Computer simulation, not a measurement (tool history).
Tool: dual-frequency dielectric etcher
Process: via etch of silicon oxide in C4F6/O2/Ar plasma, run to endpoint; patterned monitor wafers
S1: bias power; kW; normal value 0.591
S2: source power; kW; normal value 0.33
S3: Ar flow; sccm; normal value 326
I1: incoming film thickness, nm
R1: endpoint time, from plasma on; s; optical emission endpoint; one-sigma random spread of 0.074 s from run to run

run 1 hour=0 | S1=0.591 S2=0.33 S3=326 | I1=93.5 | R1=19.5
run 2 hour=35.8 | S1=0.591 S2=0.33 S3=326 | I1=94.2 | R1=19.5
-- hour=63.4 wet clean of the chamber
run 3 hour=79.8 | S1=0.591 S2=0.33 S3=326 | I1=94.1 | R1=20.5
run 4 hour=151.6 | S1=0.591 S2=0.33 S3=326 | I1=93.9 | R1=20.2
run 5 hour=185 | S1=0.591 S2=0.33 S3=326 | I1=93.4 | R1=20
run 6 hour=219.8 | S1=0.591 S2=0.33 S3=326 | I1=94.4 | R1=20
run 7 hour=279 | S1=0.468 S2=0.33 S3=370 | I1=93.9 | R1=21.8
run 8 hour=313.4 | S1=0.513 S2=0.33 S3=326 | I1=94 | R1=20.9
run 9 hour=383.2 | S1=0.66 S2=0.33 S3=326 | I1=94 | R1=18.9
-- hour=437.3 upper electrode replaced
run 10 hour=437.8 | S1=0.727 S2=0.28 S3=326 | I1=93.4 | R1=19.1
run 11 hour=491.1 | S1=0.591 S2=0.33 S3=326 | I1=93.6 | R1=19.5
-- hour=551.5 wet clean of the chamber
run 12 hour=552 | S1=0.591 S2=0.29 S3=326 | I1=93.5 | R1=21.1
run 13 hour=574 | S1=0.591 S2=0.36 S3=304 | I1=94.4 | R1=19.6
run 14 hour=618 | S1=0.591 S2=0.33 S3=326 | I1=94.5 | R1=20.4
run 15 hour=651.5 | S1=0.591 S2=0.28 S3=326 | I1=94.2 | R1=21.4
run 16 hour=689.1 | S1=0.591 S2=0.39 S3=326 | I1=93.6 | R1=18.9
run 17 hour=716 | S1=0.532 S2=0.37 S3=326 | I1=92.6 | R1=19.7
-- hour=733.4 bias power generator calibrated
run 18 hour=779.6 | S1=0.65 S2=0.27 S3=326 | I1=94.8 | R1=20.4
-- hour=789.4 Ar flow controller replaced
run 19 hour=840.3 | S1=0.591 S2=0.26 S3=262 | I1=95.1 | R1=20.8
run 20 hour=890.3 | S1=0.591 S2=0.28 S3=366 | I1=93.5 | R1=20.5
run 21 hour=947.8 | S1=0.591 S2=0.26 S3=246 | I1=93.5 | R1=20.2
-- hour=991.3 wet clean of the chamber
run 22 hour=1018.7 | S1=0.674 S2=0.33 S3=286 | I1=93.4 | R1=18.4
run 23 hour=1084.4 | S1=0.495 S2=0.33 S3=398 | I1=94.2 | R1=21.4
run 24 hour=1118.7 | S1=0.525 S2=0.37 S3=259 | I1=94.5 | R1=19.3
run 25 hour=1186.5 | S1=0.591 S2=0.33 S3=326 | I1=93.8 | R1=19.3
run 26 hour=1320.4 | S1=0.591 S2=0.33 S3=326 | I1=93.9 | R1=19.2
run 27 hour=1361.6 | S1=0.725 S2=0.36 S3=397 | I1=94.2 | R1=17.5
-- hour=1427.7 wet clean of the chamber
run 28 hour=1430.3 | S1=0.591 S2=0.33 S3=326 | I1=93.4 | R1=19.6
run 29 hour=1470.8 | S1=0.466 S2=0.38 S3=378 | I1=93.7 | R1=20.9

Same runs, no hidden state in the tool, same run-to-run variation:
What the log doesn't record here: etch rate over this chamber's usual, %; bias power that arrives over what is set, %; source power that arrives over what is set, %; Ar flow that arrives over what is set, %.
run=1 R1=19.8
run=2 R1=19.8
run=3 R1=20
run=4 R1=19.9
run=5 R1=19.7
run=6 R1=19.8
run=7 R1=21.8
run=8 R1=20.9
run=9 R1=19
run=10 R1=19.3
run=11 R1=19.8
run=12 R1=20.6
run=13 R1=19.2
run=14 R1=20.1
run=15 R1=21.1
run=16 R1=18.7
run=17 R1=19.5
run=18 R1=20.8
run=19 R1=21.4
run=20 R1=21.2
run=21 R1=21
run=22 R1=18.5
run=23 R1=21.6
run=24 R1=19.5
run=25 R1=19.7
run=26 R1=19.8
run=27 R1=18.1
run=28 R1=19.6
run=29 R1=20.9
